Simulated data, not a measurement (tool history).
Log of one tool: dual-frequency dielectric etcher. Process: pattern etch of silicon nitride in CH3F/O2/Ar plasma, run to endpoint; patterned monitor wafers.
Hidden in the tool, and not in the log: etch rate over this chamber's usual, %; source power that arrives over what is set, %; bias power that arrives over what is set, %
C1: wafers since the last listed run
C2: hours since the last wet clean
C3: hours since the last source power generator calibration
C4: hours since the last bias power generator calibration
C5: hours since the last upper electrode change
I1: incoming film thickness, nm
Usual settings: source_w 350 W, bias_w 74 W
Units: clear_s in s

{"run": 1, "day": 0.0, "source_w": 350, "bias_w": 74, "C1": 0, "C2": 313.7, "C3": 3158.3, "C4": 830.6, "C5": 4976.4, "I1": 18.7, "clear_s": 24.7}
{"run": 2, "day": 1.038, "source_w": 350, "bias_w": 74, "C1": 268, "C2": 338.6, "C3": 3183.2, "C4": 855.5, "C5": 5001.3, "I1": 19.07, "clear_s": 25.0}
{"run": 3, "day": 1.667, "source_w": 350, "bias_w": 74, "C1": 163, "C2": 353.7, "C3": 3198.3, "C4": 870.6, "C5": 5016.4, "I1": 18.88, "clear_s": 24.7}
{"run": 4, "day": 2.638, "source_w": 350, "bias_w": 74, "C1": 251, "C2": 377.0, "C3": 3221.6, "C4": 893.9, "C5": 5039.7, "I1": 18.87, "clear_s": 24.6}
{"day": 4.1, "done": "wet clean of the chamber"}
{"run": 5, "day": 4.121, "source_w": 350, "bias_w": 74, "C1": 125, "C2": 0.5, "C3": 3257.2, "C4": 929.5, "C5": 5075.3, "I1": 18.87, "clear_s": 25.8}
{"run": 6, "day": 5.192, "source_w": 400, "bias_w": 74, "C1": 277, "C2": 26.2, "C3": 3282.9, "C4": 955.2, "C5": 5101.0, "I1": 18.76, "clear_s": 24.3}
{"run": 7, "day": 8.104, "source_w": 400, "bias_w": 74, "C1": 755, "C2": 96.1, "C3": 3352.8, "C4": 1025.1, "C5": 5170.9, "I1": 18.93, "clear_s": 24.4}
{"run": 8, "day": 8.85, "source_w": 350, "bias_w": 74, "C1": 193, "C2": 114.0, "C3": 3370.7, "C4": 1043.0, "C5": 5188.8, "I1": 18.99, "clear_s": 25.5}
{"run": 9, "day": 9.988, "source_w": 350, "bias_w": 74, "C1": 294, "C2": 141.3, "C3": 3398.0, "C4": 1070.3, "C5": 5216.1, "I1": 18.73, "clear_s": 25.1}
{"run": 10, "day": 11.021, "source_w": 350, "bias_w": 74, "C1": 267, "C2": 166.1, "C3": 3422.8, "C4": 1095.1, "C5": 5240.9, "I1": 18.71, "clear_s": 25.1}
{"day": 11.558, "done": "source power generator calibrated"}
{"run": 11, "day": 12.292, "source_w": 350, "bias_w": 74, "C1": 286, "C2": 196.6, "C3": 17.6, "C4": 1125.6, "C5": 5271.4, "I1": 19.12, "clear_s": 25.4}
{"run": 12, "day": 13.438, "source_w": 350, "bias_w": 74, "C1": 297, "C2": 224.1, "C3": 45.1, "C4": 1153.1, "C5": 5298.9, "I1": 18.81, "clear_s": 24.9}
{"run": 13, "day": 14.217, "source_w": 350, "bias_w": 74, "C1": 202, "C2": 242.8, "C3": 63.8, "C4": 1171.8, "C5": 5317.6, "I1": 18.57, "clear_s": 24.6}
{"run": 14, "day": 15.538, "source_w": 410, "bias_w": 79, "C1": 342, "C2": 274.5, "C3": 95.5, "C4": 1203.5, "C5": 5349.3, "I1": 18.79, "clear_s": 23.0}
{"day": 16.888, "done": "wet clean of the chamber"}
{"run": 15, "day": 16.908, "source_w": 350, "bias_w": 74, "C1": 96, "C2": 0.5, "C3": 128.4, "C4": 1236.4, "C5": 5382.2, "I1": 18.67, "clear_s": 25.5}
{"run": 16, "day": 18.079, "source_w": 350, "bias_w": 74, "C1": 303, "C2": 28.6, "C3": 156.5, "C4": 1264.5, "C5": 5410.3, "I1": 18.73, "clear_s": 25.6}
{"run": 17, "day": 18.588, "source_w": 280, "bias_w": 86, "C1": 131, "C2": 40.8, "C3": 168.7, "C4": 1276.7, "C5": 5422.5, "I1": 18.71, "clear_s": 26.1}
{"run": 18, "day": 19.3, "source_w": 410, "bias_w": 74, "C1": 184, "C2": 57.9, "C3": 185.8, "C4": 1293.8, "C5": 5439.6, "I1": 18.84, "clear_s": 24.3}
{"run": 19, "day": 20.358, "source_w": 350, "bias_w": 74, "C1": 274, "C2": 83.3, "C3": 211.2, "C4": 1319.2, "C5": 5465.0, "I1": 18.73, "clear_s": 25.5}
{"day": 21.967, "done": "upper electrode replaced"}
{"run": 20, "day": 21.988, "source_w": 280, "bias_w": 74, "C1": 163, "C2": 122.4, "C3": 250.3, "C4": 1358.3, "C5": 0.5, "I1": 18.71, "clear_s": 27.0}
{"run": 21, "day": 22.396, "source_w": 290, "bias_w": 74, "C1": 105, "C2": 132.2, "C3": 260.1, "C4": 1368.1, "C5": 10.3, "I1": 18.96, "clear_s": 27.1}
{"run": 22, "day": 23.458, "source_w": 350, "bias_w": 90, "C1": 275, "C2": 157.7, "C3": 285.6, "C4": 1393.6, "C5": 35.8, "I1": 18.79, "clear_s": 23.9}
{"run": 23, "day": 24.829, "source_w": 350, "bias_w": 74, "C1": 355, "C2": 190.6, "C3": 318.5, "C4": 1426.5, "C5": 68.7, "I1": 18.79, "clear_s": 25.1}
{"run": 24, "day": 25.862, "source_w": 350, "bias_w": 74, "C1": 267, "C2": 215.4, "C3": 343.3, "C4": 1451.3, "C5": 93.5, "I1": 19.01, "clear_s": 25.2}
{"day": 26.779, "done": "bias power generator calibrated"}
{"run": 25, "day": 30.129, "source_w": 400, "bias_w": 74, "C1": 1062, "C2": 317.8, "C3": 445.7, "C4": 80.4, "C5": 195.9, "I1": 19.04, "clear_s": 24.2}
{"day": 32.167, "done": "wet clean of the chamber"}
{"run": 26, "day": 32.188, "source_w": 350, "bias_w": 74, "C1": 274, "C2": 0.5, "C3": 495.1, "C4": 129.8, "C5": 245.3, "I1": 18.89, "clear_s": 26.0}
{"run": 27, "day": 32.617, "source_w": 320, "bias_w": 87, "C1": 111, "C2": 10.8, "C3": 505.4, "C4": 140.1, "C5": 255.6, "I1": 18.85, "clear_s": 25.3}
{"run": 28, "day": 33.475, "source_w": 310, "bias_w": 80, "C1": 222, "C2": 31.4, "C3": 526.0, "C4": 160.7, "C5": 276.2, "I1": 18.87, "clear_s": 26.2}
{"run": 29, "day": 34.329, "source_w": 370, "bias_w": 59, "C1": 221, "C2": 51.9, "C3": 546.5, "C4": 181.2, "C5": 296.7, "I1": 18.81, "clear_s": 26.6}
{"run": 30, "day": 35.533, "source_w": 390, "bias_w": 74, "C1": 312, "C2": 80.8, "C3": 575.4, "C4": 210.1, "C5": 325.6, "I1": 18.81, "clear_s": 24.6}
{"run": 31, "day": 36.158, "source_w": 440, "bias_w": 80, "C1": 162, "C2": 95.8, "C3": 590.4, "C4": 225.1, "C5": 340.6, "I1": 19.0, "clear_s": 23.5}
{"run": 32, "day": 37.504, "source_w": 350, "bias_w": 74, "C1": 348, "C2": 128.1, "C3": 622.7, "C4": 257.4, "C5": 372.9, "I1": 18.64, "clear_s": 25.2}
{"run": 33, "day": 38.479, "source_w": 290, "bias_w": 59, "C1": 252, "C2": 151.5, "C3": 646.1, "C4": 280.8, "C5": 396.3, "I1": 18.85, "clear_s": 28.5}
{"run": 34, "day": 39.871, "source_w": 280, "bias_w": 63, "C1": 360, "C2": 184.9, "C3": 679.5, "C4": 314.2, "C5": 429.7, "I1": 18.71, "clear_s": 27.9}
{"run": 35, "day": 41.171, "source_w": 270, "bias_w": 64, "C1": 337, "C2": 216.1, "C3": 710.7, "C4": 345.4, "C5": 460.9, "I1": 18.65, "clear_s": 28.0}

Forecast each of these 4 alternatives for the next run:
{"run": "A", "day": 41.188, "source_w": 350, "bias_w": 84, "C1": 4, "C2": 216.5, "C3": 711.1, "C4": 345.8, "C5": 461.3, "I1": 18.68, "clear_s": "?"}
{"run": "B", "day": 41.188, "source_w": 270, "bias_w": 60, "C1": 4, "C2": 216.5, "C3": 711.1, "C4": 345.8, "C5": 461.3, "I1": 18.68, "clear_s": "?"}
{"run": "C", "day": 41.188, "source_w": 300, "bias_w": 67, "C1": 4, "C2": 216.5, "C3": 711.1, "C4": 345.8, "C5": 461.3, "I1": 18.68, "clear_s": "?"}
{"run": "D", "day": 41.188, "source_w": 320, "bias_w": 80, "C1": 4, "C2": 216.5, "C3": 711.1, "C4": 345.8, "C5": 461.3, "I1": 18.68, "clear_s": "?"}

run=A clear_s=24.1
run=B clear_s=28.5
run=C clear_s=26.9
run=D clear_s=25.1
Without the tool's hidden state the same runs would have given:
run=A clear_s=24.8
run=B clear_s=29.3
run=C clear_s=27.6
run=D clear_s=25.8
